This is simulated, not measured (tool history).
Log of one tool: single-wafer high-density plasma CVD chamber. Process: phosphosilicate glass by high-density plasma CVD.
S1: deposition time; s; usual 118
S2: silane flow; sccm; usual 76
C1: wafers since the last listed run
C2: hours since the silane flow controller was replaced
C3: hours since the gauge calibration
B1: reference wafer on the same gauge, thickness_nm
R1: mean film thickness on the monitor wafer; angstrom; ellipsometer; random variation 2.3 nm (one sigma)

| run | day | S1 | S2 | C1 | C2 | C3 | B1 | R1 |
|---|---|---|---|---|---|---|---|---|
| 1 | 0 | 118 | 76 | 0 | 1324.8 | 540.4 | 770.309 | 8327.67 |
| 2 | 1.871 | 118 | 76 | 643 | 1369.7 | 585.3 | 771.313 | 8330.34 |
| 3 | 4.412 | 118 | 76 | 874 | 1430.7 | 646.3 | 771.847 | 8346.22 |
| 4 | 12.512 | 132 | 70 | 2788 | 1625.1 | 840.7 | 778.602 | 8856.44 |
|  | 13.892 | silane flow controller replaced |
| 5 | 14.354 | 132 | 70 | 519 | 11.1 | 884.9 | 780.242 | 8840.77 |
| 6 | 15.846 | 107 | 76 | 513 | 46.9 | 920.7 | 781.75 | 7664.9 |
|  | 16.904 | gauge calibrated |
| 7 | 17.204 | 107 | 76 | 467 | 79.5 | 7.2 | 762.699 | 7471.18 |
| 8 | 18.708 | 107 | 76 | 517 | 115.6 | 43.3 | 763.023 | 7503.01 |
| 9 | 20.504 | 118 | 76 | 618 | 158.7 | 86.4 | 762.886 | 8268.17 |
| 10 | 21.804 | 97 | 83 | 447 | 189.9 | 117.6 | 763.058 | 7299.58 |
| 11 | 22.846 | 136 | 71 | 358 | 214.9 | 142.6 | 763.362 | 9041.94 |
| 12 | 24.033 | 132 | 85 | 408 | 243.4 | 171.1 | 763.61 | 10156.76 |
| 13 | 25.858 | 98 | 64 | 628 | 287.2 | 214.9 | 764.114 | 6006.65 |
| 14 | 26.975 | 98 | 70 | 384 | 314 | 241.7 | 763.999 | 6442.19 |
| 15 | 29.375 | 118 | 76 | 826 | 371.6 | 299.3 | 765.261 | 8304.39 |
| 16 | 30.679 | 118 | 76 | 448 | 402.9 | 330.6 | 765.02 | 8303.9 |
| 17 | 33.525 | 134 | 82 | 979 | 471.2 | 398.9 | 765.973 | 10053.5 |
| 18 | 34.817 | 118 | 76 | 444 | 502.2 | 429.9 | 766.216 | 8307.04 |
| 19 | 36.417 | 118 | 76 | 550 | 540.6 | 468.3 | 767.309 | 8305.7 |

5 ways to go on from here, each from the tool as it stands after run 19. What would each give?
| A | 36.433 | 118 | 76 | 5 | 541 | 468.7 | ? | ? |
| B | 36.433 | 102 | 70 | 5 | 541 | 468.7 | ? | ? |
| C | 36.433 | 130 | 72 | 5 | 541 | 468.7 | ? | ? |
| D | 36.433 | 141 | 89 | 5 | 541 | 468.7 | ? | ? |
| E | 36.433 | 108 | 91 | 5 | 541 | 468.7 | ? | ? |

| run | B1 | R1 |
|---|---|---|
| A | 767.806 | 8297.89 |
| B | 767.806 | 6704.02 |
| C | 767.806 | 8743.47 |
| D | 767.806 | 11319.18 |
| E | 767.806 | 8835.44 |
Without the tool's hidden state the same runs would have given:
| run | R1 |
|---|---|
| A | 8250.1 |
| B | 6665.41 |
| C | 8693.11 |
| D | 11253.98 |
| E | 8784.55 |

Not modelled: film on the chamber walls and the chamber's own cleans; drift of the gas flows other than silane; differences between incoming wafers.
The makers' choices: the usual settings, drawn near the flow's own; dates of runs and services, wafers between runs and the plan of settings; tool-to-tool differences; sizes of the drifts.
